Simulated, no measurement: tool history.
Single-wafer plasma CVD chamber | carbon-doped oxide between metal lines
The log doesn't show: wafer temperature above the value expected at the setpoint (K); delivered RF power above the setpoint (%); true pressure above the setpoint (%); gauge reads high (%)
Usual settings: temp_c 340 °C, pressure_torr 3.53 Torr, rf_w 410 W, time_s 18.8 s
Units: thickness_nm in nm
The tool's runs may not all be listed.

run     day  temp_c  pressure_torr  rf_w  time_s  wafers since the last listed run  hours since the last thermocouple change  hours since the last RF generator calibration  hours since the last manometer calibration  hours since the showerhead was replaced  hours since the gauge calibration  read-back reference wafer on the same gauge, thickness_nm  thickness_nm
  1       0     340           3.53   445    18.8                                 0                                      1841                                         2184.1                                      1786.1                                   4005.3                               79.6                                                     69.304        81.153
  2   2.054     340           3.53   445    18.8                               866                                    1890.3                                         2233.4                                      1835.4                                   4054.6                              128.9                                                     69.337        81.335
  3   3.133     340           3.35   410    18.8                               455                                    1916.2                                         2259.3                                      1861.3                                   4080.5                              154.8                                                       69.3         74.41
  4   6.442     340           3.35   410    18.8                              1395                                    1995.6                                         2338.7                                      1940.7                                   4159.9                              234.2                                                     69.339        75.103
  5   7.842     340           3.35   410    18.8                               590                                    2029.2                                         2372.3                                      1974.3                                   4193.5                              267.8                                                     69.267        74.791
  6   9.112     340           3.53   395    18.8                               536                                    2059.7                                         2402.8                                      2004.8                                     4224                              298.3                                                      69.26        72.177
  7    10.6     340           3.53   395    18.8                               627                                    2095.4                                         2438.5                                      2040.5                                   4259.7                                334                                                     69.322        71.753
         12  -- showerhead replaced
  8  12.825     340           3.53   395    18.8                               797                                    2148.8                                         2491.9                                      2093.9                                     19.8                              387.4                                                     69.285        71.779
  9  14.538     340           3.53   410    21.4                               722                                    2189.9                                           2533                                        2135                                     60.9                              428.5                                                     69.241        84.762
     16.467  -- RF generator calibrated
     17.196  -- thermocouple changed; heater temperature recalibrated
 10  17.217     340           3.94   410    16.2                               848                                       0.5                                             18                                      2199.3                                    125.2                              492.8                                                     69.303        62.689
 11  18.142     340           3.53   410    18.8                               390                                      22.7                                           40.2                                      2221.5                                    147.4                                515                                                      69.33        72.333
 12  20.471     340           3.35   410    18.8                               982                                      78.6                                           96.1                                      2277.4                                    203.3                              570.9                                                     69.332        71.395

The next listed run, before its measurement:
 13  22.938     340           3.53   410    18.8                              1040                                     137.8                                          155.3                                      2336.6                                    262.5                              630.1                                                          ?             ?

Run 13 gave read-back reference wafer on the same gauge, thickness_nm 69.341, thickness_nm 71.632 nm.
Without the tool's hidden state the same run would have given thickness_nm 78.526 nm.
